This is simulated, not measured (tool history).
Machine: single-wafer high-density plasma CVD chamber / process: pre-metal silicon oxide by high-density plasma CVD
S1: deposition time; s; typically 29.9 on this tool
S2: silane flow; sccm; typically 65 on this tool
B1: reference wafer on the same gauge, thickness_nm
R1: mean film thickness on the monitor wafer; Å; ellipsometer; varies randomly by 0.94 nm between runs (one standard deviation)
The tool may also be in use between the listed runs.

run 1 hour=0 | S1=29.9 S2=65 | B1=156.854 | R1=2001.65
-- hour=5.4 gauge calibrated
run 2 hour=78.5 | S1=29.9 S2=65 | B1=157.073 | R1=2011.93
run 3 hour=131.3 | S1=29.9 S2=65 | B1=156.842 | R1=2008.53
run 4 hour=227.6 | S1=29.9 S2=65 | B1=156.938 | R1=2006.84
run 5 hour=328.7 | S1=29.9 S2=65 | B1=156.937 | R1=2006.21
run 6 hour=422.5 | S1=29.9 S2=65 | B1=156.857 | R1=2015.37
run 7 hour=521.5 | S1=29.9 S2=65 | B1=157.044 | R1=2009.19
run 8 hour=586.6 | S1=26.5 S2=65 | B1=156.828 | R1=1791.08
run 9 hour=674.6 | S1=26.9 S2=71 | B1=157.015 | R1=1931.21
run 10 hour=729.1 | S1=33.4 S2=61 | B1=157.016 | R1=2148.53
run 11 hour=798.7 | S1=29.9 S2=65 | B1=157.089 | R1=2018.89
run 12 hour=888.2 | S1=32.5 S2=65 | B1=156.871 | R1=2188.73
run 13 hour=942.4 | S1=32.5 S2=65 | B1=156.931 | R1=2212.34
run 14 hour=993.5 | S1=29.9 S2=65 | B1=156.992 | R1=2026.28
run 15 hour=1086 | S1=29.9 S2=72 | B1=156.952 | R1=2182.19
run 16 hour=1126.4 | S1=29.9 S2=72 | B1=157.148 | R1=2196.13
run 17 hour=1226.7 | S1=29.9 S2=71 | B1=156.844 | R1=2156.31
run 18 hour=1377 | S1=27 S2=70 | B1=157.023 | R1=1939.79
run 19 hour=1453.2 | S1=27 S2=70 | B1=156.954 | R1=1919.9
run 20 hour=1500.9 | S1=27 S2=70 | B1=156.924 | R1=1939.91
run 21 hour=1566.8 | S1=29.9 S2=65 | B1=156.835 | R1=2031.35
run 22 hour=1628.4 | S1=29.9 S2=65 | B1=157.171 | R1=2034.23
run 23 hour=1686.2 | S1=33.9 S2=70 | B1=156.967 | R1=2432.8
run 24 hour=1752.7 | S1=29.9 S2=65 | B1=157.06 | R1=2026.01
run 25 hour=1806 | S1=29.9 S2=53 | B1=156.939 | R1=1758.09
run 26 hour=1843.8 | S1=34.2 S2=65 | B1=156.749 | R1=2346.44
-- hour=1889.2 gauge calibrated
run 27 hour=1903.5 | S1=29.9 S2=65 | B1=157.023 | R1=2046.99
run 28 hour=2001.2 | S1=29.9 S2=65 | B1=156.843 | R1=2043.85
run 29 hour=2057.6 | S1=32.1 S2=60 | B1=156.854 | R1=2071.77
run 30 hour=2094.4 | S1=28 S2=65 | B1=156.905 | R1=1889.2
run 31 hour=2130.7 | S1=27 S2=70 | B1=156.918 | R1=1937.58
run 32 hour=2202.5 | S1=33.5 S2=55 | B1=157.155 | R1=2033.89
-- hour=2264.9 silane flow controller replaced
run 33 hour=2279.3 | S1=34.9 S2=65 | B1=157.091 | R1=2280.84
run 34 hour=2328 | S1=26.4 S2=77 | B1=157.011 | R1=1961.32
run 35 hour=2367.6 | S1=27.1 S2=65 | B1=157.052 | R1=1788.57
run 36 hour=2417.6 | S1=29.9 S2=65 | B1=157.212 | R1=1980.54
run 37 hour=2519 | S1=35.6 S2=69 | B1=157.082 | R1=2461.01
run 38 hour=2602 | S1=26.1 S2=75 | B1=156.85 | R1=1921.09
run 39 hour=2681 | S1=26.1 S2=69 | B1=157.19 | R1=1808.36
run 40 hour=2781 | S1=29.9 S2=58 | B1=156.888 | R1=1834.87
run 41 hour=2880.4 | S1=31.5 S2=54 | B1=157.027 | R1=1849.35
run 42 hour=2959.4 | S1=25.3 S2=69 | B1=157.023 | R1=1770.89
run 43 hour=3052.2 | S1=29.9 S2=65 | B1=156.965 | R1=1992.6
run 44 hour=3111.9 | S1=29.9 S2=74 | B1=157.105 | R1=2219.33

Measured minus without-hidden-state, run by run (identical run-to-run variation in each term; gauge scatter may differ):
The hidden state here: delivered silane flow above the setpoint (%); gauge reads high (%).
run=1 R1=+45.24
run=2 R1=+48.45
run=3 R1=+50.25
run=4 R1=+53.41
run=5 R1=+56.48
run=6 R1=+59.38
run=7 R1=+61.75
run=8 R1=+56.43
run=9 R1=+62.74
run=10 R1=+71.02
run=11 R1=+68.13
run=12 R1=+75.67
run=13 R1=+77.53
run=14 R1=+71.86
run=15 R1=+78.96
run=16 R1=+80.12
run=17 R1=+80.16
run=18 R1=+73.9
run=19 R1=+73.97
run=20 R1=+75.24
run=21 R1=+79.45
run=22 R1=+80.17
run=23 R1=+96.51
run=24 R1=+80.95
run=25 R1=+70.63
run=26 R1=+94.61
run=27 R1=+83
run=28 R1=+83.57
run=29 R1=+85.1
run=30 R1=+77.82
run=31 R1=+80.02
run=32 R1=+84.42
run=33 R1=+5.06
run=34 R1=+8.03
run=35 R1=+9.95
run=36 R1=+14.52
run=37 R1=+26.3
run=38 R1=+25.37
run=39 R1=+27.91
run=40 R1=+33.08
run=41 R1=+37.7
run=42 R1=+39.16
run=43 R1=+47.81
run=44 R1=+55.75

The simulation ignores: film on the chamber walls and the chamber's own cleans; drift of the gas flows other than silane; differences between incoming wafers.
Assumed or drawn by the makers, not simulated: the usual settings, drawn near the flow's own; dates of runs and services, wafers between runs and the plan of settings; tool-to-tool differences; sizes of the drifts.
